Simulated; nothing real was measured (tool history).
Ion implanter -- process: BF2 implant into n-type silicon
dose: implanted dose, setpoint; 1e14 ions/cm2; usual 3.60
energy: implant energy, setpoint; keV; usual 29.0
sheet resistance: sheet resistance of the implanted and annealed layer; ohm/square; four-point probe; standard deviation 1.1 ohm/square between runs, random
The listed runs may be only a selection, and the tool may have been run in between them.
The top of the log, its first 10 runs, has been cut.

run	hour	dose	energy	wafers since the last listed run	hours since the last dose calibration	hours since the extraction supply was calibrated	hours since the gauge calibration	read-back reference wafer on the same gauge, sheet resistance	sheet resistance
11	439.8	3.60	24.0	588	1119.6	2687.1	1173.9	369.61	328.19
12	497.0	3.60	29.0	1022	1176.8	2744.3	1231.1	369.85	323.10
# hour 508.5: Faraday cup replaced and dose calibrated
13	560.4	3.60	29.0	990	51.9	2807.7	1294.5	370.63	330.39
14	620.1	3.60	29.0	1067	111.6	2867.4	1354.2	370.07	331.16
15	649.9	3.60	29.0	532	141.4	2897.2	1384.0	370.35	329.94
16	693.8	3.07	29.0	784	185.3	2941.1	1427.9	369.92	375.21
17	718.6	3.60	36.0	443	210.1	2965.9	1452.7	370.48	324.07
18	782.9	3.60	29.0	1149	274.4	3030.2	1517.0	370.05	328.55
# hour 817.3: gauge calibrated
19	825.6	2.76	19.0	763	317.1	3072.9	8.3	369.97	423.94
20	953.5	3.60	29.0	2286	445.0	3200.8	136.2	369.98	327.12
21	1130.2	4.09	38.5	3158	621.7	3377.5	312.9	369.99	282.79
# hour 1314.4: extraction supply calibrated
22	1337.5	3.11	24.0	3562	829.0	23.1	520.2	370.43	373.99
23	1373.4	4.13	38.5	641	864.9	59.0	556.1	370.07	280.02

The next listed run, before its measurement:
24	1413.8	4.02	37.5	722	905.3	99.4	596.5	?	?

Run 24 gave read-back reference wafer on the same gauge, sheet resistance 370.02, sheet resistance 286.95 ohm/square.
Minus the tool's unlogged condition, the same run would have read sheet resistance 296.34 ohm/square.

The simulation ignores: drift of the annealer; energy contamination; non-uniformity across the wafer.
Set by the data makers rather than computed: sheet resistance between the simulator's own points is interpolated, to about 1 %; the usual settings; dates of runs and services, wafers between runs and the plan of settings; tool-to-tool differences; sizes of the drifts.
